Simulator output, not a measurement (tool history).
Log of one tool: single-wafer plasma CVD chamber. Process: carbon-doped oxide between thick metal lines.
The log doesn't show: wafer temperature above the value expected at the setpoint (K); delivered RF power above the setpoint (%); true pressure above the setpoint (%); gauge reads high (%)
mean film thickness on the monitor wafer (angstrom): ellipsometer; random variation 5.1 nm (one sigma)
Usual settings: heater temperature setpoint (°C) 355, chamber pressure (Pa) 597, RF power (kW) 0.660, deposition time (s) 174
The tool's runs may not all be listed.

| run | hour | heater temperature setpoint (°C) | chamber pressure (Pa) | RF power (kW) | deposition time (s) | wafers since the last listed run | hours since the last thermocouple change | hours since the last RF generator calibration | hours since the last manometer calibration | hours since the showerhead was replaced | hours since the gauge calibration | read-back reference wafer on the same gauge, thickness_nm | mean film thickness on the monitor wafer (angstrom) |
|---|---|---|---|---|---|---|---|---|---|---|---|---|---|
| 1 | 0.0 | 355 | 597 | 0.660 | 174 | 0 | 16.5 | 653.8 | 1068.4 | 6096.9 | 699.2 | 1050.475 | 10373.20 |
| 2 | 35.4 | 355 | 597 | 0.660 | 164 | 405 | 51.9 | 689.2 | 1103.8 | 6132.3 | 734.6 | 1049.860 | 9843.92 |
|  | 48.4 | gauge calibrated |
| 3 | 52.9 | 355 | 597 | 0.660 | 164 | 200 | 69.4 | 706.7 | 1121.3 | 6149.8 | 4.5 | 1049.413 | 9841.34 |
| 4 | 75.3 | 355 | 597 | 0.660 | 174 | 256 | 91.8 | 729.1 | 1143.7 | 6172.2 | 26.9 | 1049.384 | 10393.54 |
| 5 | 90.1 | 355 | 597 | 0.660 | 174 | 169 | 106.6 | 743.9 | 1158.5 | 6187.0 | 41.7 | 1050.072 | 10428.92 |
|  | 100.6 | RF generator calibrated |
| 6 | 172.6 | 364 | 597 | 0.770 | 174 | 852 | 189.1 | 72.0 | 1241.0 | 6269.5 | 124.2 | 1049.793 | 11638.34 |
| 7 | 197.6 | 355 | 597 | 0.555 | 174 | 286 | 214.1 | 97.0 | 1266.0 | 6294.5 | 149.2 | 1049.613 | 8564.93 |
| 8 | 221.8 | 363 | 499 | 0.660 | 198 | 276 | 238.3 | 121.2 | 1290.2 | 6318.7 | 173.4 | 1050.418 | 11233.77 |
| 9 | 248.7 | 355 | 513 | 0.550 | 149 | 307 | 265.2 | 148.1 | 1317.1 | 6345.6 | 200.3 | 1050.151 | 7092.01 |
|  | 264.2 | capacitance manometer re-zeroed and calibrated |
| 10 | 274.3 | 361 | 597 | 0.710 | 196 | 201 | 290.8 | 173.7 | 10.1 | 6371.2 | 225.9 | 1048.887 | 12351.70 |
| 11 | 302.1 | 355 | 684 | 0.660 | 146 | 318 | 318.6 | 201.5 | 37.9 | 6399.0 | 253.7 | 1049.865 | 8990.91 |
| 12 | 318.5 | 355 | 597 | 0.550 | 174 | 187 | 335.0 | 217.9 | 54.3 | 6415.4 | 270.1 | 1049.923 | 8539.94 |
| 13 | 333.7 | 355 | 597 | 0.660 | 174 | 173 | 350.2 | 233.1 | 69.5 | 6430.6 | 285.3 | 1048.600 | 10419.15 |
| 14 | 349.5 | 355 | 460 | 0.660 | 149 | 180 | 366.0 | 248.9 | 85.3 | 6446.4 | 301.1 | 1049.689 | 8450.96 |
|  | 379.7 | showerhead replaced |
| 15 | 383.1 | 355 | 597 | 0.660 | 174 | 292 | 399.6 | 282.5 | 118.9 | 3.4 | 334.7 | 1049.950 | 10450.66 |
| 16 | 397.4 | 355 | 597 | 0.610 | 184 | 163 | 413.9 | 296.8 | 133.2 | 17.7 | 349.0 | 1050.359 | 10150.18 |
| 17 | 416.5 | 355 | 507 | 0.710 | 174 | 218 | 433.0 | 315.9 | 152.3 | 36.8 | 368.1 | 1049.938 | 10839.97 |
| 18 | 449.1 | 355 | 597 | 0.550 | 174 | 372 | 465.6 | 348.5 | 184.9 | 69.4 | 400.7 | 1049.523 | 8599.23 |
| 19 | 477.2 | 349 | 597 | 0.660 | 207 | 321 | 493.7 | 376.6 | 213.0 | 97.5 | 428.8 | 1050.885 | 12510.45 |
| 20 | 494.9 | 355 | 531 | 0.560 | 174 | 202 | 511.4 | 394.3 | 230.7 | 115.2 | 446.5 | 1050.823 | 8510.00 |
| 21 | 515.2 | 355 | 597 | 0.660 | 174 | 232 | 531.7 | 414.6 | 251.0 | 135.5 | 466.8 | 1050.168 | 10355.06 |
| 22 | 529.8 | 355 | 737 | 0.660 | 174 | 167 | 546.3 | 429.2 | 265.6 | 150.1 | 481.4 | 1049.665 | 10768.39 |
| 23 | 564.8 | 349 | 672 | 0.660 | 174 | 400 | 581.3 | 464.2 | 300.6 | 185.1 | 516.4 | 1050.118 | 10855.58 |
| 24 | 584.6 | 348 | 597 | 0.660 | 140 | 226 | 601.1 | 484.0 | 320.4 | 204.9 | 536.2 | 1049.901 | 8549.26 |
| 25 | 610.0 | 355 | 704 | 0.660 | 143 | 290 | 626.5 | 509.4 | 345.8 | 230.3 | 561.6 | 1049.501 | 8865.22 |
| 26 | 639.6 | 355 | 597 | 0.660 | 174 | 338 | 656.1 | 539.0 | 375.4 | 259.9 | 591.2 | 1049.910 | 10327.01 |
| 27 | 660.2 | 341 | 597 | 0.705 | 174 | 235 | 676.7 | 559.6 | 396.0 | 280.5 | 611.8 | 1050.002 | 11454.99 |
| 28 | 677.1 | 360 | 597 | 0.660 | 194 | 193 | 693.6 | 576.5 | 412.9 | 297.4 | 628.7 | 1050.062 | 11529.26 |
| 29 | 706.8 | 355 | 597 | 0.660 | 174 | 339 | 723.3 | 606.2 | 442.6 | 327.1 | 658.4 | 1048.758 | 10402.53 |

3 ways to go on from here, each from the tool as it stands after run 29. What would each give?
| A | 707.2 | 355 | 597 | 0.660 | 150 | 4 | 723.7 | 606.6 | 443.0 | 327.5 | 658.8 | ? | ? |
| B | 707.2 | 355 | 740 | 0.720 | 152 | 4 | 723.7 | 606.6 | 443.0 | 327.5 | 658.8 | ? | ? |
| C | 707.2 | 355 | 597 | 0.530 | 174 | 4 | 723.7 | 606.6 | 443.0 | 327.5 | 658.8 | ? | ? |

| run | read-back reference wafer on the same gauge, thickness_nm | mean film thickness on the monitor wafer (angstrom) |
|---|---|---|
| A | 1051.167 | 8954.81 |
| B | 1051.167 | 10248.33 |
| C | 1051.167 | 8133.64 |
Without the tool's hidden state the same runs would have given:
| run | mean film thickness on the monitor wafer (angstrom) |
|---|---|
| A | 8954.81 |
| B | 10248.33 |
| C | 8133.64 |
